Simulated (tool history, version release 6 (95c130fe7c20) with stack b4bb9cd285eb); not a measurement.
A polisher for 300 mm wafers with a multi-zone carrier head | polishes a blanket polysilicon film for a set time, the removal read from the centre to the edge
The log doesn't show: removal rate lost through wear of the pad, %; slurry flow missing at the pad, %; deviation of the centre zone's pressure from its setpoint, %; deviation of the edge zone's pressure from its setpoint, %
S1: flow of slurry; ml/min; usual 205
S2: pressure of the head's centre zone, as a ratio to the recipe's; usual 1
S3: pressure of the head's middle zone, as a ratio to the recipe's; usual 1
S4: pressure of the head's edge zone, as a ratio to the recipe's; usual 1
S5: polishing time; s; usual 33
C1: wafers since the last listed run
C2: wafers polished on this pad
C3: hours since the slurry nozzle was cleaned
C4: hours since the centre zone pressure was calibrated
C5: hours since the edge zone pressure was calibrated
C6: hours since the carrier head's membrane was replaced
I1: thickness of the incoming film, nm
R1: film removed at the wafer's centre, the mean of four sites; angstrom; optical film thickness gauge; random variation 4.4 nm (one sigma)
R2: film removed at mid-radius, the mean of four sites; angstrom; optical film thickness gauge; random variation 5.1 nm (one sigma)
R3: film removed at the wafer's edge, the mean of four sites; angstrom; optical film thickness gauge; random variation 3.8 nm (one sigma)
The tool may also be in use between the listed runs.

run,hour,S1,S2,S3,S4,S5,C1,C2,C3,C4,C5,C6,I1,R1,R2,R3
1,0,205,1,1,1,33,0,1150,653.7,597.5,1183.9,1504.4,1245.3,3354,3322,3440
# hour 9.2: edge zone pressure recalibrated
# hour 23.8: carrier head's membrane replaced by a new one
2,25.3,205,1,1,1,33,225,1375,679,622.8,16.1,1.5,1256.8,3337,3295,3405
3,41.3,205,1,1,1,33,197,1573,695,638.8,32.1,17.5,1256.3,3279,3362,3310
4,54.2,205,1,1,1,33,159,1732,707.9,651.7,45,30.4,1245,3383,3286,3399
# hour 63.1: worn pad replaced by a new one
5,67.5,205,1,1,1,33,114,53,721.2,665,58.3,43.7,1237.8,3521,3494,3503
6,89.3,205,1,1,1,33,269,322,743,686.8,80.1,65.5,1240.5,3424,3425,3510
7,106.8,205,1,1,1.1,33,215,538,760.5,704.3,97.6,83,1240.3,3416,3416,3661
8,126.5,205,1,1,1.05,37,243,781,780.2,724,117.3,102.7,1246.2,3747,3803,3909
9,147.2,205,1.12,0.93,1,33,255,1037,800.9,744.7,138,123.4,1274.1,3759,3136,3354
10,159.7,235,1.09,1,1,33,154,1191,813.4,757.2,150.5,135.9,1241.4,3671,3454,3435
11,188.2,240,1,1.03,1,33,351,1543,841.9,785.7,179,164.4,1235.2,3354,3527,3407
# hour 217.7: centre zone pressure recalibrated
# hour 231: worn pad replaced by a new one, of another model than before
12,257.9,140,1,0.92,1,33,786,332,911.6,40.2,248.7,234.1,1231,3302,3109,3442
# hour 267.3: slurry nozzle cleaned
13,293.5,225,1,1,0.92,33,426,759,26.2,75.8,284.3,269.7,1267.2,3333,3387,3240
14,314.6,205,1,1,1,33,260,1019,47.3,96.9,305.4,290.8,1255.4,3295,3290,3305
15,339,205,1.12,1.08,1,33,301,1321,71.7,121.3,329.8,315.2,1263.9,3688,3522,3396
16,356.9,205,1,1,1,33,220,1541,89.6,139.2,347.7,333.1,1259.2,3261,3343,3330
17,379.6,205,0.9,0.92,1.04,44,280,1822,112.3,161.9,370.4,355.8,1257.7,3907,4276,4616
# hour 387: worn pad replaced by a new one
18,406.9,205,1,1,1,43,287,245,139.6,189.2,397.7,383.1,1241.5,4377,4454,4550
19,435.9,205,0.89,1.04,1,33,357,603,168.6,218.2,426.7,412.1,1250.6,2937,3446,3321
20,464.6,205,1,1,1,33,354,957,197.3,246.9,455.4,440.8,1249.6,3251,3362,3349
21,480.7,205,1,1,1,33,198,1156,213.4,263,471.5,456.9,1237.3,3292,3370,3404
22,500.2,205,1,0.88,1.04,33,240,1397,232.9,282.5,491,476.4,1245.5,3263,3091,3423

Forecast each of these 4 alternatives for the next run:
A,500.6,205,1,1.1,1,33,4,1402,233.3,282.9,491.4,476.8,1246.3,?,?,?
B,500.6,205,1,1.04,1,27,4,1402,233.3,282.9,491.4,476.8,1246.3,?,?,?
C,500.6,205,1,1,1.11,33,4,1402,233.3,282.9,491.4,476.8,1246.3,?,?,?
D,500.6,205,1.1,0.94,1.09,40,4,1402,233.3,282.9,491.4,476.8,1246.3,?,?,?

run,R1,R2,R3
A,3268,3578,3300
B,2673,2829,2701
C,3267,3377,3478
D,4358,3945,4179
Without the tool's hidden state the same runs would have given:
run,R1,R2,R3
A,3509,3841,3543
B,2870,3037,2900
C,3508,3626,3734
D,4679,4236,4488

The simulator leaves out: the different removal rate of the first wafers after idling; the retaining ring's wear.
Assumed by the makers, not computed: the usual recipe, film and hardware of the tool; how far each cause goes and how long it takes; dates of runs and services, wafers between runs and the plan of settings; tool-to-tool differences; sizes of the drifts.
